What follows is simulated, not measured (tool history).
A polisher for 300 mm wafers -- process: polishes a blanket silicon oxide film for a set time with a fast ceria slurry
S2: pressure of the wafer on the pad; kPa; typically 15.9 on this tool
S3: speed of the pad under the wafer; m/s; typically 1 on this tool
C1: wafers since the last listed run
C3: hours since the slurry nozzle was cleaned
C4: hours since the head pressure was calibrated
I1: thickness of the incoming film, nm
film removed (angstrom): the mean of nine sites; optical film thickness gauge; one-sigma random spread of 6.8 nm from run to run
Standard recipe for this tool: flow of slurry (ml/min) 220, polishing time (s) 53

Run 1, hour 0: usual settings but polishing time (s) 62; C1 0; wafers polished on this pad 683; C3 311.2; C4 1255.7; I1 1935.5. Result: film removed (angstrom) 9328.
Run 2, hour 8: usual settings; C1 85; wafers polished on this pad 768; C3 319.2; C4 1263.7; I1 1955.8. Result: film removed (angstrom) 8010.
Run 3, hour 21.6: usual settings; C1 145; wafers polished on this pad 914; C3 332.8; C4 1277.3; I1 1970.6. Result: film removed (angstrom) 7976.
Run 4, hour 27.9: usual settings but S2 17.2 kPa; C1 67; wafers polished on this pad 981; C3 339.1; C4 1283.6; I1 1942.2. Result: film removed (angstrom) 8587.
At hour 36.7: worn pad replaced by a new one.
Run 5, hour 38: usual settings but S2 17.2 kPa; C1 65; wafers polished on this pad 13; C3 349.2; C4 1293.7; I1 1927.8. Result: film removed (angstrom) 9308.
Run 6, hour 45.7: usual settings but S2 17.2 kPa; C1 82; wafers polished on this pad 96; C3 356.9; C4 1301.4; I1 1949.1. Result: film removed (angstrom) 9165.
Run 7, hour 57.5: usual settings but S2 13.8 kPa; C1 126; wafers polished on this pad 222; C3 368.7; C4 1313.2; I1 1968.7. Result: film removed (angstrom) 7459.
Run 8, hour 75.3: usual settings but S2 13.8 kPa; C1 190; wafers polished on this pad 412; C3 386.5; C4 1331; I1 1934.4. Result: film removed (angstrom) 7258.
Run 9, hour 87.7: usual settings; C1 132; wafers polished on this pad 545; C3 398.9; C4 1343.4; I1 1915. Result: film removed (angstrom) 8203.
Run 10, hour 103.4: usual settings; C1 168; wafers polished on this pad 713; C3 414.6; C4 1359.1; I1 1934.7. Result: film removed (angstrom) 8015.
Run 11, hour 111.7: usual settings; C1 88; wafers polished on this pad 802; C3 422.9; C4 1367.4; I1 1982.3. Result: film removed (angstrom) 7942.
Run 12, hour 121.4: usual settings; C1 103; wafers polished on this pad 906; C3 432.6; C4 1377.1; I1 1932.6. Result: film removed (angstrom) 8036.
At hour 125.6: slurry nozzle cleaned.
Run 13, hour 130.1: usual settings; C1 82; wafers polished on this pad 988; C3 4.5; C4 1385.8; I1 1958. Result: film removed (angstrom) 7899.
At hour 142.4: head pressure recalibrated.
At hour 145.1: worn pad replaced by a new one.
Run 14, hour 145.6: usual settings; C1 115; wafers polished on this pad 4; C3 20; C4 3.2; I1 1937.4. Result: film removed (angstrom) 7654.
Run 15, hour 154.7: usual settings; C1 97; wafers polished on this pad 102; C3 29.1; C4 12.3; I1 1945.6. Result: film removed (angstrom) 7585.
Run 16, hour 161.2: usual settings; C1 69; wafers polished on this pad 171; C3 35.6; C4 18.8; I1 1932.8. Result: film removed (angstrom) 7637.
Run 17, hour 171.8: usual settings but flow of slurry (ml/min) 275; C1 113; wafers polished on this pad 285; C3 46.2; C4 29.4; I1 1944.9. Result: film removed (angstrom) 7715.
Run 18, hour 183.7: usual settings; C1 127; wafers polished on this pad 412; C3 58.1; C4 41.3; I1 1955.9. Result: film removed (angstrom) 7296.
Run 19, hour 189.8: usual settings but S3 0.8 m/s, polishing time (s) 37; C1 65; wafers polished on this pad 477; C3 64.2; C4 47.4; I1 1938. Result: film removed (angstrom) 4163.
Run 20, hour 202.2: usual settings but S2 17.2 kPa; C1 132; wafers polished on this pad 610; C3 76.6; C4 59.8; I1 1975.2. Result: film removed (angstrom) 7922.
Run 21, hour 210.6: usual settings but flow of slurry (ml/min) 195, S2 11.7 kPa, S3 1.36 m/s, polishing time (s) 60; C1 89; wafers polished on this pad 700; C3 85; C4 68.2; I1 1963.9. Result: film removed (angstrom) 8463.
Run 22, hour 219.5: usual settings; C1 95; wafers polished on this pad 795; C3 93.9; C4 77.1; I1 1938.6. Result: film removed (angstrom) 7250.
Run 23, hour 226.6: usual settings but flow of slurry (ml/min) 285, S2 20 kPa, polishing time (s) 63; C1 75; wafers polished on this pad 871; C3 101; C4 84.2; I1 1986.2. Result: film removed (angstrom) 10932.
Run 24, hour 237.9: usual settings but polishing time (s) 39; C1 120; wafers polished on this pad 992; C3 112.3; C4 95.5; I1 1926.3. Result: film removed (angstrom) 5315.
At hour 242.8: worn pad replaced by a new one.
Run 25, hour 251.1: usual settings but flow of slurry (ml/min) 185, S3 0.66 m/s; C1 98; wafers polished on this pad 88; C3 125.5; C4 108.7; I1 1984. Result: film removed (angstrom) 4988.
Run 26, hour 264.1: usual settings but S2 18.6 kPa; C1 139; wafers polished on this pad 228; C3 138.5; C4 121.7; I1 1995.2. Result: film removed (angstrom) 8925.
Run 27, hour 274.5: usual settings; C1 111; wafers polished on this pad 339; C3 148.9; C4 132.1; I1 1955.4. Result: film removed (angstrom) 7688.
Run 28, hour 290.8: usual settings but S2 18.6 kPa, S3 1.24 m/s, polishing time (s) 69; C1 174; wafers polished on this pad 513; C3 165.2; C4 148.4; I1 1934. Result: film removed (angstrom) 14030.
Run 29, hour 302.1: usual settings but flow of slurry (ml/min) 245, S3 0.72 m/s, polishing time (s) 60; C1 120; wafers polished on this pad 634; C3 176.5; C4 159.7; I1 1948.7. Result: film removed (angstrom) 6097.
Run 30, hour 333.9: usual settings but flow of slurry (ml/min) 295, S2 17.9 kPa; C1 340; wafers polished on this pad 975; C3 208.3; C4 191.5; I1 1923.9. Result: film removed (angstrom) 8619.
At hour 348.2: worn pad replaced by a new one.
Run 31, hour 348.9: usual settings; C1 117; wafers polished on this pad 7; C3 223.3; C4 206.5; I1 1962.9. Result: film removed (angstrom) 7784.
Run 32, hour 358: usual settings but flow of slurry (ml/min) 290, S3 0.84 m/s; C1 97; wafers polished on this pad 105; C3 232.4; C4 215.6; I1 1959.2. Result: film removed (angstrom) 6644.
Run 33, hour 408.2: usual settings; C1 537; wafers polished on this pad 642; C3 282.6; C4 265.8; I1 1950.2. Result: film removed (angstrom) 7578.
Run 34, hour 422: usual settings; C1 147; wafers polished on this pad 790; C3 296.4; C4 279.6; I1 1950.4. Result: film removed (angstrom) 7480.
Run 35, hour 437.9: usual settings but S2 20 kPa; C1 170; wafers polished on this pad 960; C3 312.3; C4 295.5; I1 1976.6. Result: film removed (angstrom) 9053.
At hour 441.9: worn pad replaced by a new one.
Run 36, hour 453.5: usual settings but flow of slurry (ml/min) 245, S2 13.1 kPa, S3 0.88 m/s, polishing time (s) 58; C1 124; wafers polished on this pad 123; C3 327.9; C4 311.1; I1 1990.7. Result: film removed (angstrom) 6399.
Run 37, hour 466.3: usual settings but S2 13.1 kPa; C1 136; wafers polished on this pad 260; C3 340.7; C4 323.9; I1 1953.5. Result: film removed (angstrom) 6533.

Below are 4 alternative next runs, each starting from the tool's condition after run 37. Predict each:
Run A, hour 466.7: usual settings but polishing time (s) 60; C1 4; wafers polished on this pad 264; C3 341.1; C4 324.3; I1 1922.6. Result: film removed (angstrom) ?.
Run B, hour 466.7: usual settings but flow of slurry (ml/min) 185, S3 0.88 m/s, polishing time (s) 37; C1 4; wafers polished on this pad 264; C3 341.1; C4 324.3; I1 1922.6. Result: film removed (angstrom) ?.
Run C, hour 466.7: usual settings but S3 1.24 m/s; C1 4; wafers polished on this pad 264; C3 341.1; C4 324.3; I1 1922.6. Result: film removed (angstrom) ?.
Run D, hour 466.7: usual settings but flow of slurry (ml/min) 280, S3 1.36 m/s; C1 4; wafers polished on this pad 264; C3 341.1; C4 324.3; I1 1922.6. Result: film removed (angstrom) ?.

run  film removed (angstrom)
  A                     8736
  B                     4622
  C                     9569
  D                    10792
Had the tool no hidden state, the same runs would have come out as:
run  film removed (angstrom)
  A                     8625
  B                     4563
  C                     9447
  D                    10655
